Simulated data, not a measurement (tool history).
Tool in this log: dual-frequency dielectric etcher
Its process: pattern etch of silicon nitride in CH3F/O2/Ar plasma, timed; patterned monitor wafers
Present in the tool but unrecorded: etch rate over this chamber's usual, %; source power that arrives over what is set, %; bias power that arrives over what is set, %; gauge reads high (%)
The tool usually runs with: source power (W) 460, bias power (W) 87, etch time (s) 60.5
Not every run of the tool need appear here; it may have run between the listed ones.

run	day	source power (W)	bias power (W)	etch time (s)	wafers since the last listed run	hours since the last wet clean	hours since the last source power generator calibration	hours since the last bias power generator calibration	hours since the last upper electrode change	hours since the gauge calibration	read-back reference wafer on the same gauge, depth_nm	mean etch depth across the wafer (Å)
1	0	460	72	60.5	0	142.5	10.8	2220.1	5504.4	3246.8	54.32	438.9
# day 2.688: bias power generator calibrated
2	3.104	460	72	60.5	703	217	85.3	10	5578.9	3321.3	54.27	434.3
3	7.092	460	87	60.5	955	312.7	181	105.7	5674.6	3417	54.29	458.6
4	9.508	460	87	60.5	579	370.7	239	163.7	5732.6	3475	54.29	456.7
5	13.221	460	87	60.5	889	459.8	328.1	252.8	5821.7	3564.1	54.31	450
6	17.125	500	87	60.5	935	553.5	421.8	346.5	5915.4	3657.8	54.27	461.3
# day 19.438: wet clean of the chamber
7	21.6	500	87	60.5	832	51.9	529.2	453.9	6022.8	3765.2	54.3	478.6
8	25.512	400	107	48	937	145.8	623.1	547.8	6116.7	3859.1	54.29	379.1
9	27.867	460	87	60.5	564	202.3	679.6	604.3	6173.2	3915.6	54.34	460.8
10	31.892	510	87	77.5	964	298.9	776.2	700.9	6269.8	4012.2	54.32	604.9
# day 34.183: upper electrode replaced
11	34.65	340	99	60.5	421	365.1	842.4	767.1	11.2	4078.4	54.29	432.6
12	36.579	420	87	66.5	462	411.4	888.7	813.4	57.5	4124.7	54.29	484.1
13	39.175	460	74	60.5	622	473.7	951	875.7	119.8	4187	54.35	429.1
14	43.333	460	87	60.5	996	573.5	1050.8	975.5	219.6	4286.8	54.29	447.5
# day 44.762: gauge calibrated
15	46.562	550	71	75	773	651	1128.3	1053	297.1	43.2	54.28	548.9
16	50.421	460	87	60.5	924	743.6	1220.9	1145.6	389.7	135.8	54.29	444.9
# day 51.517: wet clean of the chamber
17	52.712	580	87	45	309	28.7	1275.9	1200.6	444.7	190.8	54.29	369.6
18	55.179	460	95	68.5	591	87.9	1335.1	1259.8	503.9	250	54.27	531.2
19	57.808	420	87	60.5	630	151	1398.2	1322.9	567	313.1	54.29	439.4
20	60.229	360	108	73.5	580	209.1	1456.3	1381	625.1	371.2	54.3	545
21	63.329	460	87	60.5	742	283.5	1530.7	1455.4	699.5	445.6	54.31	452.7
22	65.462	460	78	73	511	334.7	1581.9	1506.6	750.7	496.8	54.3	522.7
23	67.408	500	80	72	466	381.4	1628.6	1553.3	797.4	543.5	54.27	531.1
24	70.833	460	87	60.5	820	463.6	1710.8	1635.5	879.6	625.7	54.29	440.3
25	74.788	400	99	71	947	558.5	1805.7	1730.4	974.5	720.6	54.31	517.5
# day 76.592: wet clean of the chamber
26	78.829	340	74	70	728	53.7	1902.7	1827.4	1071.5	817.6	54.33	461
27	82.538	460	70	60.5	888	142.7	1991.7	1916.4	1160.5	906.6	54.29	427.6
28	84.125	460	108	60.5	380	180.8	2029.8	1954.5	1198.6	944.7	54.34	491.4

For each entry between runs, how does the tool's hidden state at the last listed run before it compare with that at the first listed run after it?
In the gap between runs 1 and 2: bias power generator calibrated (day 2.688)
  etch rate over this chamber's usual, %: -0.375 -> -0.885; source power that arrives over what is set, %: -0.255 -> -0.72
  measured minus no-state result, mean etch depth across the wafer (Å): -2 -> -4.9
In the gap between runs 6 and 7: wet clean of the chamber (day 19.438)
  etch rate over this chamber's usual, %: -3.19 -> 0.732; source power that arrives over what is set, %: -2.35 -> -2.75
  measured minus no-state result, mean etch depth across the wafer (Å): -18.9 -> -0.9
In the gap between runs 10 and 11: upper electrode replaced (day 34.183)
  etch rate over this chamber's usual, %: -0.959 -> -1.41; source power that arrives over what is set, %: -3.47 -> -3.63
  measured minus no-state result, mean etch depth across the wafer (Å): -12.9 -> -11.4
In the gap between runs 14 and 15: gauge calibrated (day 44.762)
  etch rate over this chamber's usual, %: -2.84 -> -3.37; source power that arrives over what is set, %: -4.05 -> -4.18
  measured minus no-state result, mean etch depth across the wafer (Å): -19.3 -> -27.2
In the gap between runs 16 and 17: wet clean of the chamber (day 51.517)
  etch rate over this chamber's usual, %: -4 -> -0.584; source power that arrives over what is set, %: -4.32 -> -4.39
  measured minus no-state result, mean etch depth across the wafer (Å): -25.3 -> -7.6
In the gap between runs 25 and 26: wet clean of the chamber (day 76.592)
  etch rate over this chamber's usual, %: -4.21 -> 0.133; source power that arrives over what is set, %: -4.91 -> -4.97
  measured minus no-state result, mean etch depth across the wafer (Å): -31.6 -> -7
